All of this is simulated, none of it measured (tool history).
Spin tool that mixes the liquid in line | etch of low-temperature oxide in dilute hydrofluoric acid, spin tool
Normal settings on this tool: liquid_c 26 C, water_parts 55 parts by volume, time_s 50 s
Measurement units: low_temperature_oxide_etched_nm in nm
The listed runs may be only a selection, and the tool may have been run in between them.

run   hour  liquid_c  water_parts  time_s  wafers since the last listed run  hours since the thermometer was replaced  hours since the hydrofluoric acid flow meter was replaced  hours since the gauge calibration  read-back film thickness of the low-temperature oxide reference wafer, read on the same gauge (nm)  low_temperature_oxide_etched_nm
  1    0.0        26           55      30                                 0                                    1021.7                                                      276.3                              187.4                                                                                              140.05                             6.25
  2   25.7        26           55      30                               341                                    1047.4                                                      302.0                              213.1                                                                                              140.03                             6.20
  3   59.3        26           45      50                               446                                    1081.0                                                      335.6                              246.7                                                                                              139.97                            12.83
  4   80.2        26           55      60                               277                                    1101.9                                                      356.5                              267.6                                                                                              140.01                            12.27
  5   96.0        26           55      60                               209                                    1117.7                                                      372.3                              283.4                                                                                              139.98                            12.21
  6  108.4        26           55      60                               164                                    1130.1                                                      384.7                              295.8                                                                                              140.03                            12.08
  7  144.3        26           35      50                               476                                    1166.0                                                      420.6                              331.7                                                                                              140.00                            16.17
  8  160.0        26           35      50                               208                                    1181.7                                                      436.3                              347.4                                                                                              139.99                            16.08
     168.7  -- thermometer replaced
  9  176.6        26           35      50                               207                                       7.9                                                      452.9                              364.0                                                                                              139.99                            17.77
     196.5  -- hydrofluoric acid flow meter replaced
 10  210.2        26           55      50                               433                                      41.5                                                       13.7                              397.6                                                                                              140.00                            11.87
 11  225.4        26           55      50                               201                                      56.7                                                       28.9                              412.8                                                                                              140.03                            11.62
 12  243.4        26           55      50                               239                                      74.7                                                       46.9                              430.8                                                                                              140.00                            11.72
 13  273.7        26           35      50                               402                                     105.0                                                       77.2                              461.1                                                                                              140.00                            18.81
 14  299.5        26           55      50                               342                                     130.8                                                      103.0                              486.9                                                                                              140.00                            11.19
 15  314.4        28           55      50                               197                                     145.7                                                      117.9                              501.8                                                                                              140.03                            12.25
 16  340.9        26           70      20                               352                                     172.2                                                      144.4                              528.3                                                                                              140.01                             3.49
     341.7  -- gauge calibrated
 17  362.8        22           40      35                               290                                     194.1                                                      166.3                               21.1                                                                                              140.01                             9.32
 18  376.8        26           55      50                               186                                     208.1                                                      180.3                               35.1                                                                                              140.04                            11.17
 19  405.3        26           75      50                               378                                     236.6                                                      208.8                               63.6                                                                                              139.97                             7.89
 20  434.0        26           55      80                               381                                     265.3                                                      237.5                               92.3                                                                                              140.02                            17.26
 21  466.8        30           70      70                               435                                     298.1                                                      270.3                              125.1                                                                                              140.03                            13.79
 22  482.1        29           55      20                               203                                     313.4                                                      285.6                              140.4                                                                                              139.97                             4.83

For each run, what was the tool's unlogged condition?
gauge reads high (%): 0 across all the runs
H1: liquid colder than its thermometer reads (K)
H2: hydrofluoric acid flow below the setpoint (%)
run     H1    H2
  1   2.29   4.4
  2   2.34   4.8
  3   2.41  5.32
  4   2.46  5.64
  5   2.49  5.89
  6   2.52  6.08
  7    2.6  6.64
  8   2.63  6.88
  9  0.326  7.14
 10  0.398  1.31
 11  0.431  1.54
 12   0.47  1.82
 13  0.535  2.29
 14   0.59  2.69
 15  0.622  2.92
 16  0.679  3.33
 17  0.726  3.67
 18  0.756  3.89
 19  0.817  4.33
 20  0.879  4.77
 21  0.949  5.28
 22  0.982  5.52

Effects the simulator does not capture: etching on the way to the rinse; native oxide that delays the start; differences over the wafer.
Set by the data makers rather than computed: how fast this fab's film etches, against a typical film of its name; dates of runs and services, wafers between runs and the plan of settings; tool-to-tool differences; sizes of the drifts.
